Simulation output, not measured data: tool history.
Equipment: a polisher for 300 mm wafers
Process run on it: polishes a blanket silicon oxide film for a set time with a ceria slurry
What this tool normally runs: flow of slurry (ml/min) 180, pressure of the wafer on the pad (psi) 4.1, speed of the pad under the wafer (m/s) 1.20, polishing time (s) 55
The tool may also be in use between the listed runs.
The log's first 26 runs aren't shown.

run	hour	flow of slurry (ml/min)	pressure of the wafer on the pad (psi)	speed of the pad under the wafer (m/s)	polishing time (s)	wafers since the last listed run	wafers polished on this pad	hours since the slurry nozzle was cleaned	hours since the head pressure was calibrated	incoming thickness of the incoming film, nm	film removed (Å)
# hour 1431.6: slurry nozzle cleaned
27	1465.6	180	4.1	1.20	55	769	2253	34.0	796.3	1371.0	4102
28	1528.1	180	5.0	1.62	55	817	3071	96.5	858.8	1367.7	6562
29	1595.2	180	4.1	1.60	55	878	3949	163.6	925.9	1358.1	5539
30	1635.9	180	4.1	1.20	55	532	4482	204.3	966.6	1371.5	4089
# hour 1661.0: worn pad replaced by a new one
31	1664.7	180	4.1	1.20	44	324	48	233.1	995.4	1359.6	3364
32	1705.8	180	5.1	1.36	55	537	586	274.2	1036.5	1381.8	5489
33	1760.0	180	4.1	1.20	55	709	1295	328.4	1090.7	1371.3	4237
34	1787.9	180	4.1	1.20	55	365	1660	356.3	1118.6	1355.9	4160

Here are 4 independent what-if runs from the current tool condition. What would each one return?
A	1788.3	180	4.1	1.20	55	5	1665	356.7	1119.0	1361.2	?
B	1788.3	135	2.9	1.58	73	5	1665	356.7	1119.0	1361.2	?
C	1788.3	160	4.1	1.06	66	5	1665	356.7	1119.0	1361.2	?
D	1788.3	230	2.9	1.40	60	5	1665	356.7	1119.0	1361.2	?

run	film removed (Å)
A	4116
B	5338
C	4275
D	4252
What these runs would have given with no unlogged condition in the tool:
run	film removed (Å)
A	4116
B	5338
C	4275
D	4252
